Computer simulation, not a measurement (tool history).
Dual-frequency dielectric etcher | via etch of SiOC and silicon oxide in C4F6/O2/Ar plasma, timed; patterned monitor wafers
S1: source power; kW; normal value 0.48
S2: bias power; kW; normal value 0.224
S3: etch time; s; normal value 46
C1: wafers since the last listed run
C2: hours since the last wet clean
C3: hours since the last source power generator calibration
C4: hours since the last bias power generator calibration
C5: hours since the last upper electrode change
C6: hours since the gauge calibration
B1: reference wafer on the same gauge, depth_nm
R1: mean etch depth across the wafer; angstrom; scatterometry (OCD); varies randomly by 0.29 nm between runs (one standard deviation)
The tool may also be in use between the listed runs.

run	hour	S1	S2	S3	C1	C2	C3	C4	C5	C6	B1	R1
1	0	0.41	0.224	46	0	229.1	2387	3197.5	5153.4	932.3	69	632
2	16.9	0.48	0.224	46	155	246	2403.9	3214.4	5170.3	949.2	69.1	700
# hour 25.4: bias power generator calibrated
3	44.8	0.48	0.224	46	219	273.9	2431.8	19.4	5198.2	977.1	69.1	701
4	73.9	0.48	0.224	46	267	303	2460.9	48.5	5227.3	1006.2	69	696
5	124	0.48	0.224	54	460	353.1	2511	98.6	5277.4	1056.3	69.1	817
# hour 141.2: gauge calibrated
6	141.8	0.48	0.224	54	163	370.9	2528.8	116.4	5295.2	0.6	69.1	819
7	155.7	0.53	0.204	52.5	127	384.8	2542.7	130.3	5309.1	14.5	69.1	818
8	170.2	0.37	0.192	38	133	399.3	2557.2	144.8	5323.6	29	69.1	456
9	198.8	0.37	0.224	56.5	262	427.9	2585.8	173.4	5352.2	57.6	69.1	716
10	215.6	0.41	0.224	46	154	444.7	2602.6	190.2	5369	74.4	69.2	632
11	283	0.48	0.224	46	619	512.1	2670	257.6	5436.4	141.8	69.2	694
12	307.3	0.56	0.206	39.5	223	536.4	2694.3	281.9	5460.7	166.1	69.1	631
# hour 349.2: wet clean of the chamber
13	349.7	0.39	0.224	52.5	169	0.5	2736.7	324.3	5503.1	208.5	69.2	707
14	361.5	0.48	0.268	37.5	108	12.3	2748.5	336.1	5514.9	220.3	69.2	623
15	393.3	0.48	0.224	46	292	44.1	2780.3	367.9	5546.7	252.1	69.1	703
# hour 428.2: upper electrode replaced
16	428.7	0.48	0.224	46	104	79.5	2815.7	403.3	0.5	287.5	69.1	706
17	437.3	0.48	0.205	33	79	88.1	2824.3	411.9	9.1	296.1	69	494
18	470.7	0.43	0.224	46	307	121.5	2857.7	445.3	42.5	329.5	69.1	655
# hour 491.5: source power generator calibrated
19	492.1	0.48	0.224	46	159	142.9	0.6	466.7	63.9	350.9	69.1	706
20	518.3	0.48	0.224	46	240	169.1	26.8	492.9	90.1	377.1	69.1	703
21	553.4	0.54	0.276	37.5	322	204.2	61.9	528	125.2	412.2	69.2	663
22	567.1	0.56	0.224	46	125	217.9	75.6	541.7	138.9	425.9	69.1	768
23	586	0.4	0.209	57.5	173	236.8	94.5	560.6	157.8	444.8	69	756
24	615.3	0.48	0.224	46	269	266.1	123.8	589.9	187.1	474.1	69	701
25	702.3	0.55	0.224	46	799	353.1	210.8	676.9	274.1	561.1	69	751
26	738.1	0.48	0.224	46	329	388.9	246.6	712.7	309.9	596.9	69.1	697
27	760.6	0.59	0.183	56.5	206	411.4	269.1	735.2	332.4	619.4	69	904
28	782.3	0.39	0.198	50.5	199	433.1	290.8	756.9	354.1	641.1	69.1	633
29	816.8	0.55	0.19	50.5	317	467.6	325.3	791.4	388.6	675.6	69	779

Forecast each of these 5 alternatives for the next run:
A	817.2	0.48	0.224	46	3	468	325.7	791.8	389	676	?	?
B	817.2	0.55	0.243	32	3	468	325.7	791.8	389	676	?	?
C	817.2	0.48	0.207	46	3	468	325.7	791.8	389	676	?	?
D	817.2	0.52	0.204	46	3	468	325.7	791.8	389	676	?	?
E	817.2	0.4	0.224	46	3	468	325.7	791.8	389	676	?	?

run	B1	R1
A	69	691
B	69	536
C	69	673
D	69	703
E	69	614
Without the tool's hidden state the same runs would have given:
run	R1
A	707
B	549
C	688
D	719
E	628
